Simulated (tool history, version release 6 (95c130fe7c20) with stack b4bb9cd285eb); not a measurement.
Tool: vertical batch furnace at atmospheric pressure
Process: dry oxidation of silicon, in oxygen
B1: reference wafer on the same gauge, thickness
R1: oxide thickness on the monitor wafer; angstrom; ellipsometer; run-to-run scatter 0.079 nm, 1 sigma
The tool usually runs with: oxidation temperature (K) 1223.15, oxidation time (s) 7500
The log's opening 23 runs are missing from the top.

{"run": 24, "hour": 463.6, "oxidation temperature (K)": 1216.15, "oxidation time (s)": 10650, "B1": 45.6, "R1": 631.6}
{"hour": 469.4, "done": "gauge calibrated"}
{"run": 25, "hour": 473.4, "oxidation temperature (K)": 1230.15, "oxidation time (s)": 9180, "B1": 45.6, "R1": 652.2}
{"run": 26, "hour": 489.4, "oxidation temperature (K)": 1223.15, "oxidation time (s)": 6210, "B1": 45.62, "R1": 460.2}
{"run": 27, "hour": 514.1, "oxidation temperature (K)": 1223.15, "oxidation time (s)": 8940, "B1": 45.62, "R1": 597.1}
{"run": 28, "hour": 524.2, "oxidation temperature (K)": 1234.15, "oxidation time (s)": 9390, "B1": 45.59, "R1": 684.4}
{"run": 29, "hour": 540.4, "oxidation temperature (K)": 1223.15, "oxidation time (s)": 8940, "B1": 45.61, "R1": 597.1}
{"run": 30, "hour": 555.3, "oxidation temperature (K)": 1223.15, "oxidation time (s)": 9360, "B1": 45.59, "R1": 615.1}
{"run": 31, "hour": 572.2, "oxidation temperature (K)": 1213.15, "oxidation time (s)": 10320, "B1": 45.62, "R1": 595.9}
{"run": 32, "hour": 588.4, "oxidation temperature (K)": 1209.15, "oxidation time (s)": 10140, "B1": 45.58, "R1": 565.1}
{"run": 33, "hour": 600.3, "oxidation temperature (K)": 1207.15, "oxidation time (s)": 10830, "B1": 45.58, "R1": 579.4}
{"run": 34, "hour": 614.8, "oxidation temperature (K)": 1223.15, "oxidation time (s)": 10140, "B1": 45.59, "R1": 652.8}
{"run": 35, "hour": 641.3, "oxidation temperature (K)": 1213.15, "oxidation time (s)": 4440, "B1": 45.62, "R1": 327.7}
{"run": 36, "hour": 660.3, "oxidation temperature (K)": 1207.15, "oxidation time (s)": 5520, "B1": 45.6, "R1": 356.7}
{"run": 37, "hour": 685.7, "oxidation temperature (K)": 1223.15, "oxidation time (s)": 7500, "B1": 45.59, "R1": 526.9}
{"run": 38, "hour": 700.1, "oxidation temperature (K)": 1223.15, "oxidation time (s)": 6390, "B1": 45.6, "R1": 467.9}
{"run": 39, "hour": 724.5, "oxidation temperature (K)": 1223.15, "oxidation time (s)": 9450, "B1": 45.61, "R1": 621.4}

Branching from run 39: 4 alternative next runs. What would each branch give?
{"run": "A", "hour": 731.3, "oxidation temperature (K)": 1223.15, "oxidation time (s)": 7500, "B1": "?", "R1": "?"}
{"run": "B", "hour": 731.3, "oxidation temperature (K)": 1223.15, "oxidation time (s)": 5280, "B1": "?", "R1": "?"}
{"run": "C", "hour": 731.3, "oxidation temperature (K)": 1229.15, "oxidation time (s)": 10050, "B1": "?", "R1": "?"}
{"run": "D", "hour": 731.3, "oxidation temperature (K)": 1223.15, "oxidation time (s)": 5040, "B1": "?", "R1": "?"}

run=A B1=45.59 R1=525.3
run=B B1=45.59 R1=410
run=C B1=45.59 R1=688.7
run=D B1=45.59 R1=397.1
Without the tool's unlogged condition, the same runs would have read:
run=A R1=527.3
run=B R1=411.6
run=C R1=691
run=D R1=398.6
